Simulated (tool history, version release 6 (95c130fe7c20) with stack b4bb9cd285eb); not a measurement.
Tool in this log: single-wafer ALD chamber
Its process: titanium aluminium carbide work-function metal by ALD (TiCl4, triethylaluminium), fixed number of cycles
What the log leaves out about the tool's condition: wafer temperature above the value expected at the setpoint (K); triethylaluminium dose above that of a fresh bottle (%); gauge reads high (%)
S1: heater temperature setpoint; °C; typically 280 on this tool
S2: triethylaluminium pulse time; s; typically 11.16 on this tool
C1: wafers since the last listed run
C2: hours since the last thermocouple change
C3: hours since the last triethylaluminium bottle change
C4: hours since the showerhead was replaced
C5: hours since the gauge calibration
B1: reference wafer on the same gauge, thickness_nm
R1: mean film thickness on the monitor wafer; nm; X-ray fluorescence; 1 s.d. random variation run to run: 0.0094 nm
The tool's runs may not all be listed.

{"run": 1, "hour": 0.0, "S1": 280, "S2": 11.16, "C1": 0, "C2": 203.6, "C3": 614.6, "C4": 5550.5, "C5": 185.9, "B1": 1.802, "R1": 1.729}
{"run": 2, "hour": 95.2, "S1": 280, "S2": 11.16, "C1": 1048, "C2": 298.8, "C3": 709.8, "C4": 5645.7, "C5": 281.1, "B1": 1.811, "R1": 1.725}
{"run": 3, "hour": 156.3, "S1": 280, "S2": 11.16, "C1": 673, "C2": 359.9, "C3": 770.9, "C4": 5706.8, "C5": 342.2, "B1": 1.814, "R1": 1.724}
{"hour": 355.2, "done": "triethylaluminium bottle replaced"}
{"run": 4, "hour": 448.2, "S1": 280, "S2": 11.16, "C1": 3127, "C2": 651.8, "C3": 93.0, "C4": 5998.7, "C5": 634.1, "B1": 1.831, "R1": 1.737}
{"run": 5, "hour": 516.4, "S1": 280, "S2": 11.16, "C1": 751, "C2": 720.0, "C3": 161.2, "C4": 6066.9, "C5": 702.3, "B1": 1.83, "R1": 1.735}
{"run": 6, "hour": 597.6, "S1": 280, "S2": 11.16, "C1": 894, "C2": 801.2, "C3": 242.4, "C4": 6148.1, "C5": 783.5, "B1": 1.831, "R1": 1.752}
{"run": 7, "hour": 686.2, "S1": 280, "S2": 11.16, "C1": 976, "C2": 889.8, "C3": 331.0, "C4": 6236.7, "C5": 872.1, "B1": 1.834, "R1": 1.753}
{"run": 8, "hour": 793.7, "S1": 280, "S2": 14.39, "C1": 1184, "C2": 997.3, "C3": 438.5, "C4": 6344.2, "C5": 979.6, "B1": 1.835, "R1": 1.769}
{"hour": 876.0, "done": "gauge calibrated"}
{"run": 9, "hour": 878.4, "S1": 280, "S2": 14.39, "C1": 933, "C2": 1082.0, "C3": 523.2, "C4": 6428.9, "C5": 2.4, "B1": 1.782, "R1": 1.7}
{"run": 10, "hour": 971.0, "S1": 280, "S2": 14.39, "C1": 1020, "C2": 1174.6, "C3": 615.8, "C4": 6521.5, "C5": 95.0, "B1": 1.794, "R1": 1.736}
{"run": 11, "hour": 1021.6, "S1": 275, "S2": 13.45, "C1": 557, "C2": 1225.2, "C3": 666.4, "C4": 6572.1, "C5": 145.6, "B1": 1.797, "R1": 1.678}
{"hour": 1079.1, "done": "showerhead replaced"}
{"run": 12, "hour": 1124.6, "S1": 280, "S2": 11.16, "C1": 1046, "C2": 1328.2, "C3": 769.4, "C4": 45.5, "C5": 248.6, "B1": 1.803, "R1": 1.704}
{"run": 13, "hour": 1199.6, "S1": 280, "S2": 11.16, "C1": 826, "C2": 1403.2, "C3": 844.4, "C4": 120.5, "C5": 323.6, "B1": 1.81, "R1": 1.702}
{"hour": 1261.9, "done": "triethylaluminium bottle replaced"}
{"run": 14, "hour": 1328.3, "S1": 280, "S2": 11.16, "C1": 1329, "C2": 1531.9, "C3": 66.4, "C4": 249.2, "C5": 452.3, "B1": 1.82, "R1": 1.744}
{"hour": 1394.2, "done": "thermocouple changed; heater temperature recalibrated"}
{"run": 15, "hour": 1399.6, "S1": 280, "S2": 14.78, "C1": 697, "C2": 5.4, "C3": 137.7, "C4": 320.5, "C5": 523.6, "B1": 1.819, "R1": 1.743}
{"run": 16, "hour": 1449.7, "S1": 280, "S2": 13.4, "C1": 551, "C2": 55.5, "C3": 187.8, "C4": 370.6, "C5": 573.7, "B1": 1.823, "R1": 1.748}
{"run": 17, "hour": 1511.7, "S1": 286, "S2": 15.51, "C1": 683, "C2": 117.5, "C3": 249.8, "C4": 432.6, "C5": 635.7, "B1": 1.825, "R1": 1.83}
{"run": 18, "hour": 1555.2, "S1": 275, "S2": 11.16, "C1": 479, "C2": 161.0, "C3": 293.3, "C4": 476.1, "C5": 679.2, "B1": 1.831, "R1": 1.687}
{"run": 19, "hour": 1641.6, "S1": 271, "S2": 7.4, "C1": 951, "C2": 247.4, "C3": 379.7, "C4": 562.5, "C5": 765.6, "B1": 1.83, "R1": 1.558}
{"run": 20, "hour": 1717.9, "S1": 267, "S2": 11.16, "C1": 840, "C2": 323.7, "C3": 456.0, "C4": 638.8, "C5": 841.9, "B1": 1.829, "R1": 1.631}
{"run": 21, "hour": 1794.1, "S1": 280, "S2": 11.16, "C1": 839, "C2": 399.9, "C3": 532.2, "C4": 715.0, "C5": 918.1, "B1": 1.83, "R1": 1.744}
{"run": 22, "hour": 1855.4, "S1": 294, "S2": 12.55, "C1": 675, "C2": 461.2, "C3": 593.5, "C4": 776.3, "C5": 979.4, "B1": 1.833, "R1": 1.871}
{"run": 23, "hour": 1916.3, "S1": 288, "S2": 11.16, "C1": 670, "C2": 522.1, "C3": 654.4, "C4": 837.2, "C5": 1040.3, "B1": 1.83, "R1": 1.815}
{"run": 24, "hour": 1968.7, "S1": 286, "S2": 6.83, "C1": 577, "C2": 574.5, "C3": 706.8, "C4": 889.6, "C5": 1092.7, "B1": 1.831, "R1": 1.658}
{"run": 25, "hour": 2073.3, "S1": 295, "S2": 12.41, "C1": 1152, "C2": 679.1, "C3": 811.4, "C4": 994.2, "C5": 1197.3, "B1": 1.833, "R1": 1.892}
{"run": 26, "hour": 2130.2, "S1": 273, "S2": 7.3, "C1": 626, "C2": 736.0, "C3": 868.3, "C4": 1051.1, "C5": 1254.2, "B1": 1.83, "R1": 1.601}

3 ways to go on from here, each from the tool as it stands after run 26. What would each give?
{"run": "A", "hour": 2130.6, "S1": 280, "S2": 11.16, "C1": 4, "C2": 736.4, "C3": 868.7, "C4": 1051.5, "C5": 1254.6, "B1": "?", "R1": "?"}
{"run": "B", "hour": 2130.6, "S1": 285, "S2": 11.16, "C1": 4, "C2": 736.4, "C3": 868.7, "C4": 1051.5, "C5": 1254.6, "B1": "?", "R1": "?"}
{"run": "C", "hour": 2130.6, "S1": 295, "S2": 8.63, "C1": 4, "C2": 736.4, "C3": 868.7, "C4": 1051.5, "C5": 1254.6, "B1": "?", "R1": "?"}

run=A B1=1.828 R1=1.742
run=B B1=1.828 R1=1.786
run=C B1=1.828 R1=1.824
With the hidden condition removed and each run's random variation left untouched, the same runs would have given:
run=A R1=1.692
run=B R1=1.735
run=C R1=1.771
